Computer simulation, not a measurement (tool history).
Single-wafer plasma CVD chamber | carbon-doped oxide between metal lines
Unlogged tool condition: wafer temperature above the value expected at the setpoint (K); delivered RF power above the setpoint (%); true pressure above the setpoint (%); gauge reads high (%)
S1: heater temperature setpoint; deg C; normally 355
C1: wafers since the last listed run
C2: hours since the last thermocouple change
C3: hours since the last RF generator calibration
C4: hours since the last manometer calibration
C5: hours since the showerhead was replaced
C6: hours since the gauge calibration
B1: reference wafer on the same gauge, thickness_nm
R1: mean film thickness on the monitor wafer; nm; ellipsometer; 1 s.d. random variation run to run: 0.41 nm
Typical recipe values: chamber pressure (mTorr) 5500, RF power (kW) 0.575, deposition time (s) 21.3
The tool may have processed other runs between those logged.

Run 1, day 0.000: usual settings; C1 0; C2 2903.4; C3 871.4; C4 7.3; C5 74.6; C6 27.2; B1 110.951. Result: R1 116.873 nm.
Run 2, day 0.292: usual settings; C1 100; C2 2910.4; C3 878.4; C4 14.3; C5 81.6; C6 34.2; B1 110.994. Result: R1 116.872 nm.
Run 3, day 0.838: usual settings but deposition time (s) 23.7; C1 187; C2 2923.5; C3 891.5; C4 27.4; C5 94.7; C6 47.3; B1 111.161. Result: R1 129.825 nm.
Run 4, day 1.350: usual settings; C1 176; C2 2935.8; C3 903.8; C4 39.7; C5 107.0; C6 59.6; B1 111.080. Result: R1 117.054 nm.
Run 5, day 1.942: usual settings; C1 203; C2 2950.0; C3 918.0; C4 53.9; C5 121.2; C6 73.8; B1 110.936. Result: R1 115.851 nm.
Run 6, day 2.383: usual settings; C1 151; C2 2960.6; C3 928.6; C4 64.5; C5 131.8; C6 84.4; B1 111.093. Result: R1 117.052 nm.
Run 7, day 2.988: usual settings but S1 348 deg C; C1 207; C2 2975.1; C3 943.1; C4 79.0; C5 146.3; C6 98.9; B1 111.103. Result: R1 118.796 nm.
Run 8, day 3.671: usual settings but RF power (kW) 0.485, deposition time (s) 24.2; C1 235; C2 2991.5; C3 959.5; C4 95.4; C5 162.7; C6 115.3; B1 111.000. Result: R1 124.834 nm.
Run 9, day 4.379: usual settings but S1 343 deg C, RF power (kW) 0.510; C1 243; C2 3008.5; C3 976.5; C4 112.4; C5 179.7; C6 132.3; B1 110.997. Result: R1 115.329 nm.
At day 5.075: thermocouple changed; heater temperature recalibrated.
Run 10, day 5.096: usual settings but S1 368 deg C, RF power (kW) 0.500; C1 131; C2 0.5; C3 993.7; C4 129.6; C5 196.9; C6 149.5; B1 111.077. Result: R1 107.744 nm.
Run 11, day 5.371: usual settings but chamber pressure (mTorr) 6270, RF power (kW) 0.640, deposition time (s) 24.1; C1 94; C2 7.1; C3 1000.3; C4 136.2; C5 203.5; C6 156.1; B1 110.884. Result: R1 137.554 nm.
Run 12, day 5.892: usual settings but S1 348 deg C, chamber pressure (mTorr) 6150, RF power (kW) 0.470, deposition time (s) 25.5; C1 179; C2 19.6; C3 1012.8; C4 148.7; C5 216.0; C6 168.6; B1 110.976. Result: R1 133.274 nm.
Run 13, day 6.283: usual settings; C1 134; C2 29.0; C3 1022.2; C4 158.1; C5 225.4; C6 178.0; B1 110.996. Result: R1 116.578 nm.
Run 14, day 6.829: usual settings but S1 346 deg C, chamber pressure (mTorr) 4380, RF power (kW) 0.605; C1 187; C2 42.1; C3 1035.3; C4 171.2; C5 238.5; C6 191.1; B1 111.025. Result: R1 118.301 nm.
Run 15, day 7.175: usual settings but S1 341 deg C, RF power (kW) 0.645; C1 119; C2 50.4; C3 1043.6; C4 179.5; C5 246.8; C6 199.4; B1 111.031. Result: R1 125.767 nm.
Run 16, day 7.862: usual settings but deposition time (s) 23.8; C1 236; C2 66.9; C3 1060.1; C4 196.0; C5 263.3; C6 215.9; B1 110.914. Result: R1 129.694 nm.
Run 17, day 8.267: usual settings but chamber pressure (mTorr) 6020, RF power (kW) 0.635; C1 139; C2 76.6; C3 1069.8; C4 205.7; C5 273.0; C6 225.6; B1 110.861. Result: R1 121.580 nm.
At day 8.650: RF generator calibrated.
Run 18, day 8.671: usual settings; C1 24; C2 86.3; C3 0.5; C4 215.4; C5 282.7; C6 235.3; B1 110.880. Result: R1 120.719 nm.
Run 19, day 9.254: usual settings; C1 200; C2 100.3; C3 14.5; C4 229.4; C5 296.7; C6 249.3; B1 111.079. Result: R1 121.297 nm.
Run 20, day 9.571: usual settings but S1 369 deg C; C1 108; C2 107.9; C3 22.1; C4 237.0; C5 304.3; C6 256.9; B1 110.978. Result: R1 117.111 nm.
Run 21, day 10.108: usual settings but S1 346 deg C; C1 184; C2 120.8; C3 35.0; C4 249.9; C5 317.2; C6 269.8; B1 111.097. Result: R1 123.571 nm.
Run 22, day 10.775: usual settings but S1 361 deg C, RF power (kW) 0.685; C1 229; C2 136.8; C3 51.0; C4 265.9; C5 333.2; C6 285.8; B1 110.937. Result: R1 126.488 nm.
Run 23, day 11.525: usual settings but S1 367 deg C, chamber pressure (mTorr) 5130, RF power (kW) 0.545; C1 258; C2 154.8; C3 69.0; C4 283.9; C5 351.2; C6 303.8; B1 111.053. Result: R1 114.386 nm.
Run 24, day 12.171: usual settings but RF power (kW) 0.610, deposition time (s) 19.5; C1 222; C2 170.3; C3 84.5; C4 299.4; C5 366.7; C6 319.3; B1 111.134. Result: R1 112.581 nm.
Run 25, day 12.458: usual settings but S1 367 deg C, RF power (kW) 0.490; C1 98; C2 177.2; C3 91.4; C4 306.3; C5 373.6; C6 326.2; B1 111.021. Result: R1 110.576 nm.
Run 26, day 12.908: usual settings; C1 154; C2 188.0; C3 102.2; C4 317.1; C5 384.4; C6 337.0; B1 111.011. Result: R1 121.030 nm.
Run 27, day 13.175: usual settings but RF power (kW) 0.605; C1 91; C2 194.4; C3 108.6; C4 323.5; C5 390.8; C6 343.4; B1 110.911. Result: R1 122.291 nm.
Run 28, day 13.446: usual settings; C1 93; C2 200.9; C3 115.1; C4 330.0; C5 397.3; C6 349.9; B1 111.018. Result: R1 120.137 nm.
Run 29, day 13.929: usual settings but chamber pressure (mTorr) 4430; C1 166; C2 212.5; C3 126.7; C4 341.6; C5 408.9; C6 361.5; B1 110.867. Result: R1 117.991 nm.
Run 30, day 14.404: usual settings but RF power (kW) 0.635; C1 163; C2 223.9; C3 138.1; C4 353.0; C5 420.3; C6 372.9; B1 111.203. Result: R1 124.761 nm.

For each entry between runs, how does the tool's hidden state at the last listed run before it compare with that at the first listed run after it?
After run 9, before run 10: thermocouple changed; heater temperature recalibrated (day 5.075)
  delivered RF power above the setpoint (%): -10.7 -> -10.8
  measured less the result without the state, R1: -4.563 -> -4.321 nm
After run 17, before run 18: RF generator calibrated (day 8.650)
  delivered RF power above the setpoint (%): -11.4 -> -0.0641
  measured less the result without the state, R1: -5.024 -> -0.026 nm

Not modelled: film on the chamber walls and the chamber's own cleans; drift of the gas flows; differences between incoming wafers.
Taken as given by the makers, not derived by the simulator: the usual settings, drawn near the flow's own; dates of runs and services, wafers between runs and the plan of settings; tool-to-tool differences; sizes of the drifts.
